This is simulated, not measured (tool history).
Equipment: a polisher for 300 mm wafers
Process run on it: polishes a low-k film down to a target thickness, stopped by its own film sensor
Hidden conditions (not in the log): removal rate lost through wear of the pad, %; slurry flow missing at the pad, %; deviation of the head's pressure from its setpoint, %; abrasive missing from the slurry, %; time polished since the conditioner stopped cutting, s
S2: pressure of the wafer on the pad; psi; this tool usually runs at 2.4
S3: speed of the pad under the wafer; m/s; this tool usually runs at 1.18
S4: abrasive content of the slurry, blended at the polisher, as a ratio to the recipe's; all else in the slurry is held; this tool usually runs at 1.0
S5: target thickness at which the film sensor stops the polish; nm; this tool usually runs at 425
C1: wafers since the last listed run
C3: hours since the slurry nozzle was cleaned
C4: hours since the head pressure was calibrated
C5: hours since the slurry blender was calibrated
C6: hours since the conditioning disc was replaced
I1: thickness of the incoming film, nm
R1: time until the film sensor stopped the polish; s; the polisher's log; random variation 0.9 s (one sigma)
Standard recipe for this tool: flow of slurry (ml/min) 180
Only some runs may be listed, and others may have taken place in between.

Run 1, hour 0.0: usual settings; C1 0; wafers polished on this pad 1029; C3 189.6; C4 320.0; C5 189.5; C6 27.0; I1 451.3. Result: R1 54.5 s.
At hour 23.2: slurry blender recalibrated.
Run 2, hour 30.6: usual settings; C1 267; wafers polished on this pad 1296; C3 220.2; C4 350.6; C5 7.4; C6 57.6; I1 459.2. Result: R1 70.5 s.
Run 3, hour 79.3: usual settings; C1 454; wafers polished on this pad 1751; C3 268.9; C4 399.3; C5 56.1; C6 106.3; I1 463.2. Result: R1 79.2 s.
Run 4, hour 150.3: usual settings; C1 663; wafers polished on this pad 2414; C3 339.9; C4 470.3; C5 127.1; C6 177.3; I1 465.8. Result: R1 82.7 s.
At hour 167.6: worn pad replaced by a new one.
Run 5, hour 221.9: usual settings; C1 631; wafers polished on this pad 507; C3 411.5; C4 541.9; C5 198.7; C6 248.9; I1 453.4. Result: R1 57.2 s.
At hour 266.1: conditioning disc replaced and pad reconditioned.
Run 6, hour 280.3: usual settings; C1 526; wafers polished on this pad 1034; C3 469.9; C4 600.3; C5 257.1; C6 14.2; I1 466.2. Result: R1 84.8 s.
At hour 300.3: slurry blender recalibrated.
Run 7, hour 327.4: usual settings; C1 421; wafers polished on this pad 1455; C3 517.0; C4 647.4; C5 27.1; C6 61.3; I1 463.0. Result: R1 75.9 s.
Run 8, hour 357.1: usual settings; C1 277; wafers polished on this pad 1733; C3 546.7; C4 677.1; C5 56.8; C6 91.0; I1 469.8. Result: R1 89.7 s.
Run 9, hour 408.7: usual settings; C1 481; wafers polished on this pad 2215; C3 598.3; C4 728.7; C5 108.4; C6 142.6; I1 453.7. Result: R1 59.7 s.
At hour 420.5: worn pad replaced by a new one.
At hour 530.4: conditioning disc replaced and pad reconditioned.
At hour 541.4: slurry nozzle cleaned.
At hour 546.8: slurry blender recalibrated.
Run 10, hour 590.5: usual settings but S2 2.8 psi; C1 1614; wafers polished on this pad 1540; C3 49.1; C4 910.5; C5 43.7; C6 60.1; I1 458.6. Result: R1 59.7 s.
Run 11, hour 642.7: usual settings; C1 487; wafers polished on this pad 2028; C3 101.3; C4 962.7; C5 95.9; C6 112.3; I1 456.3. Result: R1 64.7 s.
At hour 655.2: worn pad replaced by a new one.
Run 12, hour 688.4: usual settings but S2 2.9 psi, S4 0.7; C1 389; wafers polished on this pad 310; C3 147.0; C4 1008.4; C5 141.6; C6 158.0; I1 458.9. Result: R1 65.3 s.
Run 13, hour 734.5: usual settings but S3 1.48 m/s; C1 430; wafers polished on this pad 741; C3 193.1; C4 1054.5; C5 187.7; C6 204.1; I1 462.9. Result: R1 63.2 s.
Run 14, hour 774.0: usual settings but S3 0.88 m/s; C1 368; wafers polished on this pad 1110; C3 232.6; C4 1094.0; C5 227.2; C6 243.6; I1 462.6. Result: R1 95.6 s.
At hour 801.8: slurry blender recalibrated.
Run 15, hour 814.4: usual settings but S4 1.1, S5 418 nm; C1 358; wafers polished on this pad 1468; C3 273.0; C4 1134.4; C5 12.6; C6 284.0; I1 456.7. Result: R1 72.7 s.
At hour 878.2: conditioning disc replaced and pad reconditioned.
Run 16, hour 884.8: usual settings; C1 638; wafers polished on this pad 2107; C3 343.4; C4 1204.8; C5 83.0; C6 6.6; I1 458.5. Result: R1 65.2 s.
At hour 892.8: head pressure recalibrated.
At hour 903.5: worn pad replaced by a new one.
Run 17, hour 931.0: usual settings; C1 375; wafers polished on this pad 256; C3 389.6; C4 38.2; C5 129.2; C6 52.8; I1 458.4. Result: R1 72.4 s.
Run 18, hour 962.1: usual settings but S2 2.7 psi; C1 290; wafers polished on this pad 547; C3 420.7; C4 69.3; C5 160.3; C6 83.9; I1 460.8. Result: R1 68.1 s.
Run 19, hour 1013.5: usual settings; C1 480; wafers polished on this pad 1027; C3 472.1; C4 120.7; C5 211.7; C6 135.3; I1 463.7. Result: R1 83.7 s.
At hour 1047.4: slurry blender recalibrated.
Run 20, hour 1081.0: usual settings but S5 437 nm; C1 611; wafers polished on this pad 1639; C3 539.6; C4 188.2; C5 33.6; C6 202.8; I1 467.7. Result: R1 66.5 s.
Run 21, hour 1130.7: usual settings but S3 0.88 m/s, S4 0.8, S5 416 nm; C1 464; wafers polished on this pad 2103; C3 589.3; C4 237.9; C5 83.3; C6 252.5; I1 450.7. Result: R1 102.2 s.
At hour 1183.3: worn pad replaced by a new one.
At hour 1184.2: slurry nozzle cleaned.
Run 22, hour 1185.7: usual settings but S3 1.60 m/s, S5 414 nm; C1 468; wafers polished on this pad 14; C3 1.5; C4 292.9; C5 138.3; C6 307.5; I1 468.8. Result: R1 92.0 s.
At hour 1213.9: conditioning disc replaced and pad reconditioned.
Run 23, hour 1243.7: usual settings but S2 2.9 psi, S3 0.86 m/s, S4 1.1; C1 523; wafers polished on this pad 537; C3 59.5; C4 350.9; C5 196.3; C6 29.8; I1 465.9. Result: R1 87.4 s.

For each run, what was the tool's unlogged condition?
removal rate lost through wear of the pad, %: 0 at every run
slurry flow missing at the pad, %: 0 at every run
abrasive missing from the slurry, %: 0 at every run
time polished since the conditioner stopped cutting, s: 0 at every run
H1: deviation of the head's pressure from its setpoint, %
run      H1
  1    2.39
  2    2.57
  3    2.86
  4    3.28
  5     3.7
  6    4.05
  7    4.32
  8     4.5
  9    4.81
 10    5.88
 11    6.19
 12    6.46
 13    6.73
 14    6.97
 15    7.21
 16    7.62
 17    -1.3
 18   -1.12
 19  -0.811
 20  -0.412
 21  -0.118
 22   0.208
 23   0.551
